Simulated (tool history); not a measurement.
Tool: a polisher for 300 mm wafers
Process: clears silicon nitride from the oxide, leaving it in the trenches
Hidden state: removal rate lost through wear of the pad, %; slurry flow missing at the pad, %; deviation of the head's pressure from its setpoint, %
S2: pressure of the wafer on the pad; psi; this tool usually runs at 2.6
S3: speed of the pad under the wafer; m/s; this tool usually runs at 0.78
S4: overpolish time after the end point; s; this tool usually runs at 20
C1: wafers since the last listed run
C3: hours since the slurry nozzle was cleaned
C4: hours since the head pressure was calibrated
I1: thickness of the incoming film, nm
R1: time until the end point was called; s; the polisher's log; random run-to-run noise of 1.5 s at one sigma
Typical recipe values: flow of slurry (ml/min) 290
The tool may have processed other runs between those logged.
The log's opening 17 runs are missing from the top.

Run 18, hour 1045: usual settings but S3 0.54 m/s; C1 770; wafers polished on this pad 1875; C3 205.3; C4 448.5; I1 64.9. Result: R1 124.3 s.
Run 19, hour 1093.6: usual settings but S3 1.04 m/s; C1 450; wafers polished on this pad 2326; C3 253.9; C4 497.1; I1 64.8. Result: R1 77.6 s.
Run 20, hour 1133.8: usual settings but S2 3.2 psi, S4 27 s; C1 373; wafers polished on this pad 2699; C3 294.1; C4 537.3; I1 65.2. Result: R1 81.6 s.
Run 21, hour 1181.8: usual settings but S2 2.9 psi; C1 445; wafers polished on this pad 3145; C3 342.1; C4 585.3; I1 64.7. Result: R1 86.6 s.
At hour 1188.8: worn pad replaced by a new one.
Run 22, hour 1224.8: usual settings but S3 0.68 m/s, S4 15 s; C1 361; wafers polished on this pad 334; C3 385.1; C4 628.3; I1 64.6. Result: R1 100.7 s.
Run 23, hour 1284.2: usual settings but S4 26 s; C1 551; wafers polished on this pad 885; C3 444.5; C4 687.7; I1 64.9. Result: R1 94.2 s.
Run 24, hour 1312.7: usual settings but S4 10 s; C1 264; wafers polished on this pad 1149; C3 473; C4 716.2; I1 64.2. Result: R1 90.4 s.
Run 25, hour 1346.2: usual settings but flow of slurry (ml/min) 360, S2 1.8 psi, S3 0.92 m/s; C1 310; wafers polished on this pad 1460; C3 506.5; C4 749.7; I1 64.4. Result: R1 106.6 s.
Run 26, hour 1385.7: usual settings; C1 366; wafers polished on this pad 1827; C3 546; C4 789.2; I1 64.4. Result: R1 90.9 s.
Run 27, hour 1420: usual settings but S4 25 s; C1 318; wafers polished on this pad 2145; C3 580.3; C4 823.5; I1 64.9. Result: R1 90.1 s.
At hour 1471.3: head pressure recalibrated.
Run 28, hour 1480.8: usual settings but S3 0.54 m/s, S4 15 s; C1 545; wafers polished on this pad 2691; C3 641.1; C4 9.5; I1 63.9. Result: R1 135.3 s.
At hour 1523.2: worn pad replaced by a new one.
Run 29, hour 1543.5: usual settings but S2 3 psi; C1 544; wafers polished on this pad 187; C3 703.8; C4 72.2; I1 64.9. Result: R1 86.6 s.
Run 30, hour 1614.3: usual settings but flow of slurry (ml/min) 380, S2 3.5 psi, S4 15 s; C1 656; wafers polished on this pad 844; C3 774.6; C4 143; I1 65.1. Result: R1 73.9 s.
Run 31, hour 1640.9: usual settings; C1 246; wafers polished on this pad 1091; C3 801.2; C4 169.6; I1 63.7. Result: R1 101.2 s.
At hour 1751.7: slurry nozzle cleaned.
Run 32, hour 1836.1: usual settings but flow of slurry (ml/min) 355, S3 0.98 m/s; C1 1802; wafers polished on this pad 2893; C3 84.4; C4 364.8; I1 64.9. Result: R1 83.3 s.
At hour 1869.3: worn pad replaced by a new one.
Run 33, hour 1869.8: usual settings; C1 275; wafers polished on this pad 4; C3 118.1; C4 398.5; I1 65.9. Result: R1 96.9 s.
Run 34, hour 1904.1: usual settings but flow of slurry (ml/min) 365, S3 0.9 m/s; C1 318; wafers polished on this pad 322; C3 152.4; C4 432.8; I1 64.9. Result: R1 84.8 s.

4 ways to go on from here, each from the tool as it stands after run 34. What would each give?
Run A, hour 1904.6: usual settings; C1 4; wafers polished on this pad 327; C3 152.9; C4 433.3; I1 65.6. Result: R1 ?.
Run B, hour 1904.6: usual settings but flow of slurry (ml/min) 230, S2 3.5 psi, S4 16 s; C1 4; wafers polished on this pad 327; C3 152.9; C4 433.3; I1 65.6. Result: R1 ?.
Run C, hour 1904.6: usual settings but flow of slurry (ml/min) 325, S2 2.2 psi, S3 1.04 m/s, S4 11 s; C1 4; wafers polished on this pad 327; C3 152.9; C4 433.3; I1 65.6. Result: R1 ?.
Run D, hour 1904.6: usual settings but flow of slurry (ml/min) 360, S3 0.66 m/s; C1 4; wafers polished on this pad 327; C3 152.9; C4 433.3; I1 65.6. Result: R1 ?.

run     R1
  A   96.6
  B   76.1
  C   87.5
  D  107.7
Stripped of hidden state, with their random variation kept, the same runs would have yielded:
run     R1
  A   95.1
  B   74.9
  C   86.2
  D  106.1
